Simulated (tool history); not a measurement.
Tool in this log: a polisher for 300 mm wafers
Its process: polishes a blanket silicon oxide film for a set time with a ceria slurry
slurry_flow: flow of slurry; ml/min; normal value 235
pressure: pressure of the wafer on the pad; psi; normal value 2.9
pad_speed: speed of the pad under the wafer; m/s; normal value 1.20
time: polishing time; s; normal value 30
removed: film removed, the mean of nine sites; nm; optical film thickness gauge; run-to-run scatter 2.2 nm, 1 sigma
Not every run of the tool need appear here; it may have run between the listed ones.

run	day	slurry_flow	pressure	pad_speed	time	incoming thickness of the incoming film, nm	removed
1	0.000	235	2.9	1.20	35	1932.3	187.5
# day 1.821: worn pad replaced by a new one
2	2.871	235	2.9	1.20	35	1910.2	189.3
3	5.025	235	2.9	1.20	35	1903.4	188.8
4	6.712	235	2.9	1.20	30	1952.8	160.1
5	7.733	235	2.9	1.20	30	1943.9	160.0
# day 10.692: worn pad replaced by a new one
6	10.767	235	2.9	1.20	30	1934.9	160.3
7	12.933	235	3.3	1.20	30	1894.5	174.0
8	15.854	235	3.3	1.20	30	1932.4	174.7
# day 17.733: worn pad replaced by a new one
9	22.012	170	2.9	1.52	30	1932.8	193.1
10	24.400	235	2.9	1.20	33	1890.0	171.2
# day 24.846: worn pad replaced by a new one
# day 25.792: slurry nozzle cleaned
11	26.854	235	2.9	1.52	30	1890.4	200.7
12	29.150	235	2.9	1.20	30	1934.5	154.7
13	30.850	235	2.9	1.20	35	1924.7	183.7
# day 31.583: head pressure recalibrated
# day 31.896: worn pad replaced by a new one
14	33.842	205	2.1	1.20	39	1953.9	164.3
15	36.746	235	3.6	1.46	30	1916.4	243.4
16	38.842	235	2.9	1.20	30	1928.0	164.4
17	40.588	235	3.2	1.20	30	1909.5	175.7

Consider 5 possible next runs. They are alternatives, not a sequence: every one starts from the tool as it was left by run 17. What does each give?
A	40.604	235	2.9	1.20	30	1950.1	?
B	40.604	310	3.8	1.20	37	1950.1	?
C	40.604	270	2.4	1.20	30	1950.1	?
D	40.604	235	2.9	1.02	30	1950.1	?
E	40.604	185	2.9	1.20	20	1950.1	?

run	removed
A	164.0
B	263.3
C	142.2
D	139.4
E	105.7
The same runs, with their run-to-run variation unchanged, on a tool lacking any hidden condition would have given:
run	removed
A	174.1
B	279.5
C	151.0
D	148.0
E	112.2
